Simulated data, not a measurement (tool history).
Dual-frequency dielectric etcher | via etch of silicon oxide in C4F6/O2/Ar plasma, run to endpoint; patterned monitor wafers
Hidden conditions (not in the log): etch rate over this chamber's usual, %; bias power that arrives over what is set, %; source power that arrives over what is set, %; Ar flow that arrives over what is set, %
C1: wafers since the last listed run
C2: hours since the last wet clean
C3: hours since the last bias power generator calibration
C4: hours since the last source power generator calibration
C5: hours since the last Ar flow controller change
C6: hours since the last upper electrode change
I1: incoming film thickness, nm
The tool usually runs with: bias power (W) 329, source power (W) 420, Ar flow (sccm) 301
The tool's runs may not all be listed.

{"run": 1, "day": 0.0, "bias power (W)": 329, "source power (W)": 420, "Ar flow (sccm)": 301, "C1": 0, "C2": 91.4, "C3": 2980.5, "C4": 1731.5, "C5": 1107.5, "C6": 4328.1, "I1": 194.2, "endpoint time (s)": 48.7}
{"run": 2, "day": 4.354, "bias power (W)": 329, "source power (W)": 420, "Ar flow (sccm)": 301, "C1": 878, "C2": 195.9, "C3": 3085.0, "C4": 1836.0, "C5": 1212.0, "C6": 4432.6, "I1": 194.8, "endpoint time (s)": 49.5}
{"run": 3, "day": 8.85, "bias power (W)": 329, "source power (W)": 420, "Ar flow (sccm)": 301, "C1": 906, "C2": 303.8, "C3": 3192.9, "C4": 1943.9, "C5": 1319.9, "C6": 4540.5, "I1": 193.7, "endpoint time (s)": 49.2}
{"run": 4, "day": 13.146, "bias power (W)": 329, "source power (W)": 420, "Ar flow (sccm)": 301, "C1": 866, "C2": 406.9, "C3": 3296.0, "C4": 2047.0, "C5": 1423.0, "C6": 4643.6, "I1": 194.7, "endpoint time (s)": 49.8}
{"day": 14.858, "done": "upper electrode replaced"}
{"run": 5, "day": 14.883, "bias power (W)": 329, "source power (W)": 420, "Ar flow (sccm)": 301, "C1": 148, "C2": 448.6, "C3": 3337.7, "C4": 2088.7, "C5": 1464.7, "C6": 0.6, "I1": 194.1, "endpoint time (s)": 49.5}
{"run": 6, "day": 17.692, "bias power (W)": 329, "source power (W)": 420, "Ar flow (sccm)": 301, "C1": 566, "C2": 516.0, "C3": 3405.1, "C4": 2156.1, "C5": 1532.1, "C6": 68.0, "I1": 196.2, "endpoint time (s)": 50.2}
{"day": 18.542, "done": "source power generator calibrated"}
{"run": 7, "day": 19.271, "bias power (W)": 329, "source power (W)": 420, "Ar flow (sccm)": 301, "C1": 284, "C2": 553.9, "C3": 3443.0, "C4": 17.5, "C5": 1570.0, "C6": 105.9, "I1": 195.9, "endpoint time (s)": 50.5}
{"run": 8, "day": 22.308, "bias power (W)": 329, "source power (W)": 420, "Ar flow (sccm)": 301, "C1": 612, "C2": 626.8, "C3": 3515.9, "C4": 90.4, "C5": 1642.9, "C6": 178.8, "I1": 196.0, "endpoint time (s)": 50.3}
{"day": 24.212, "done": "bias power generator calibrated"}
{"day": 26.054, "done": "wet clean of the chamber"}
{"run": 9, "day": 26.075, "bias power (W)": 329, "source power (W)": 420, "Ar flow (sccm)": 301, "C1": 524, "C2": 0.5, "C3": 44.7, "C4": 180.8, "C5": 1733.3, "C6": 269.2, "I1": 195.1, "endpoint time (s)": 49.1}
{"day": 26.383, "done": "Ar flow controller replaced"}
{"run": 10, "day": 29.575, "bias power (W)": 329, "source power (W)": 420, "Ar flow (sccm)": 301, "C1": 655, "C2": 84.5, "C3": 128.7, "C4": 264.8, "C5": 76.6, "C6": 353.2, "I1": 195.9, "endpoint time (s)": 49.4}
{"run": 11, "day": 32.479, "bias power (W)": 329, "source power (W)": 380, "Ar flow (sccm)": 233, "C1": 585, "C2": 154.2, "C3": 198.4, "C4": 334.5, "C5": 146.3, "C6": 422.9, "I1": 195.8, "endpoint time (s)": 50.8}
{"run": 12, "day": 34.562, "bias power (W)": 329, "source power (W)": 420, "Ar flow (sccm)": 301, "C1": 420, "C2": 204.2, "C3": 248.4, "C4": 384.5, "C5": 196.3, "C6": 472.9, "I1": 197.0, "endpoint time (s)": 50.0}
{"run": 13, "day": 36.712, "bias power (W)": 278, "source power (W)": 480, "Ar flow (sccm)": 301, "C1": 433, "C2": 255.8, "C3": 300.0, "C4": 436.1, "C5": 247.9, "C6": 524.5, "I1": 195.6, "endpoint time (s)": 47.7}
{"run": 14, "day": 39.392, "bias power (W)": 248, "source power (W)": 370, "Ar flow (sccm)": 301, "C1": 540, "C2": 320.1, "C3": 364.3, "C4": 500.4, "C5": 312.2, "C6": 588.8, "I1": 195.9, "endpoint time (s)": 57.8}
{"run": 15, "day": 42.15, "bias power (W)": 306, "source power (W)": 490, "Ar flow (sccm)": 358, "C1": 556, "C2": 386.3, "C3": 430.5, "C4": 566.6, "C5": 378.4, "C6": 655.0, "I1": 196.6, "endpoint time (s)": 47.8}

What does the tool deliver on the next run?
{"run": 16, "day": 44.717, "bias power (W)": 256, "source power (W)": 500, "Ar flow (sccm)": 346, "C1": 517, "C2": 447.9, "C3": 492.1, "C4": 628.2, "C5": 440.0, "C6": 716.6, "I1": 194.9, "endpoint time (s)": "?"}

endpoint time (s): 48.6
With no hidden state in the tool, this same run would have given endpoint time (s) 47.8.
